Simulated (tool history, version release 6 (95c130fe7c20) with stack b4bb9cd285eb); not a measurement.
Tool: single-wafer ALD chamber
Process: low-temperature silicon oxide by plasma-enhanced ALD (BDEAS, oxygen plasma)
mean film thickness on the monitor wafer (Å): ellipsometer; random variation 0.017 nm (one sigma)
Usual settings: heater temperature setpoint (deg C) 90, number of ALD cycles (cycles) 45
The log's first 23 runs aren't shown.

run,hour,heater temperature setpoint (deg C),number of ALD cycles (cycles),"read-back reference wafer on the same gauge, thickness_nm",mean film thickness on the monitor wafer (Å)
24,313.6,82,36,6.173,54.97
25,325.0,90,38,6.164,56.22
26,331.1,86,37,6.164,55.45
27,337.5,97,48,6.155,69.74
28,352.6,104,52,6.151,74.14
29,360.5,90,45,6.146,66.53
30,376.2,103,45,6.154,63.98
31,390.5,100,49,6.140,70.74
# hour 401.0: thermocouple changed; heater temperature recalibrated
32,401.5,90,45,6.144,66.68
33,415.9,101,49,6.142,70.11
34,425.9,90,36,6.134,53.24
35,437.5,90,45,6.134,66.44
36,446.4,75,45,6.128,69.58
37,452.7,96,37,6.133,53.61
38,467.9,82,45,6.120,67.84
39,505.0,90,45,6.120,66.42
40,519.3,82,45,6.108,67.86
# hour 526.9: gauge calibrated
41,535.8,90,45,6.203,67.37

Forecast each of these 3 alternatives for the next run:
A,536.3,90,45,?,?
B,536.3,104,42,?,?
C,536.3,80,51,?,?

run,"read-back reference wafer on the same gauge, thickness_nm",mean film thickness on the monitor wafer (Å)
A,6.207,67.49
B,6.207,60.54
C,6.207,78.84
Without the tool's hidden state the same runs would have given:
run,mean film thickness on the monitor wafer (Å)
A,67.39
B,60.46
C,78.72

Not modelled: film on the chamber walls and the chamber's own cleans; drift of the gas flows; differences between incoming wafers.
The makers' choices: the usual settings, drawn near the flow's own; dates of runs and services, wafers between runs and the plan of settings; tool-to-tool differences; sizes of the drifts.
